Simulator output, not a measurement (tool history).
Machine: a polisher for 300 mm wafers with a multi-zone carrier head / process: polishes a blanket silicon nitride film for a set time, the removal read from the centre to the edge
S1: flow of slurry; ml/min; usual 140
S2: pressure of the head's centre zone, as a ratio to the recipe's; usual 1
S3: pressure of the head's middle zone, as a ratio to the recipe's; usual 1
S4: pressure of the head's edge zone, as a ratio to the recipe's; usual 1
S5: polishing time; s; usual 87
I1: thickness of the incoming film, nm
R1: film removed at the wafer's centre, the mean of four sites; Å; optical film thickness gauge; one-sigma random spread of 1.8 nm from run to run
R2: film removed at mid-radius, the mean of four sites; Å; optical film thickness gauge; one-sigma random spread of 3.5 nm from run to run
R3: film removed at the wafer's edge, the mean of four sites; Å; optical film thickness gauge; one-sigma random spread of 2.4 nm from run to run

run	day	S1	S2	S3	S4	S5	I1	R1	R2	R3
1	0	140	1	1	1	87	894.8	2354	2318	2366
# day 0.25: worn pad replaced by a new one
2	1.1	140	1	1	1	87	911.1	2462	2458	2393
3	2.221	140	1	1	1	87	881	2412	2338	2353
4	3.308	140	1	1	1	87	890.4	2374	2361	2375
# day 4.367: worn pad replaced by a new one
5	4.388	140	1	1	1	87	896.9	2513	2469	2520
# day 5.375: carrier head's membrane replaced by a new one
6	5.65	140	1	1	1	87	903.4	2435	2358	2411
7	6.521	140	1	1	1	87	889.7	2427	2406	2391
8	7.383	140	1	1	1	87	893.7	2380	2367	2308
9	7.95	140	1	1	1	87	906.1	2377	2326	2343
# day 9.079: worn pad replaced by a new one
10	9.1	110	0.91	1	1	87	889.4	2166	2375	2376

What will run 11 give?
11	9.983	140	1	1.07	1	65	899	?	?	?

Logged for run 11: R1 1849 Å, R2 1907 Å, R3 1804 Å.
Minus the tool's unlogged condition, the same run would have read R1 1902 Å, R2 1962 Å, R3 1856 Å.
